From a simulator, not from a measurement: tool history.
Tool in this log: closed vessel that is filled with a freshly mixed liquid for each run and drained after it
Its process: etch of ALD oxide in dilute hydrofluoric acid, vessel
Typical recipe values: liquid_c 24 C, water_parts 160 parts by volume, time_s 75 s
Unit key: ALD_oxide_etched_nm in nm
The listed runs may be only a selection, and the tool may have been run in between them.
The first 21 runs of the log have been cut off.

run,day,liquid_c,water_parts,time_s,"read-back film thickness of the ALD oxide reference wafer, read on the same gauge (nm)",ALD_oxide_etched_nm
22,27.746,24,160,75,30.01,7.45
23,29.062,24,160,75,29.93,7.36
24,30.092,25.5,160,55,30,5.75
25,31.383,22.5,125,40,29.97,4.95
26,32.317,24,180,75,29.94,6.42
# day 32.658: gauge calibrated
27,32.983,24,225,75,29.97,4.88
28,34.446,24,160,50,29.98,4.95
29,35.479,26,160,100,30.03,10.62
30,36.329,24,190,95,30.01,7.57
31,37.679,22.5,160,35,29.98,3.2
32,38.775,25.5,160,30,29.97,3.12
33,43.038,22,130,95,29.99,10.79

Alternative continuations, all from the tool just after run 33; predict every row:
A,43.067,24,160,75,?,?
B,43.067,24,240,75,?,?
C,43.067,21,160,35,?,?
D,43.067,29,160,35,?,?

run,"read-back film thickness of the ALD oxide reference wafer, read on the same gauge (nm)",ALD_oxide_etched_nm
A,30.06,7.3
B,30.06,4.46
C,30.06,3.04
D,30.06,4.1
Without the tool's unlogged condition, the same runs would have read:
run,ALD_oxide_etched_nm
A,7.51
B,4.59
C,3.12
D,4.21
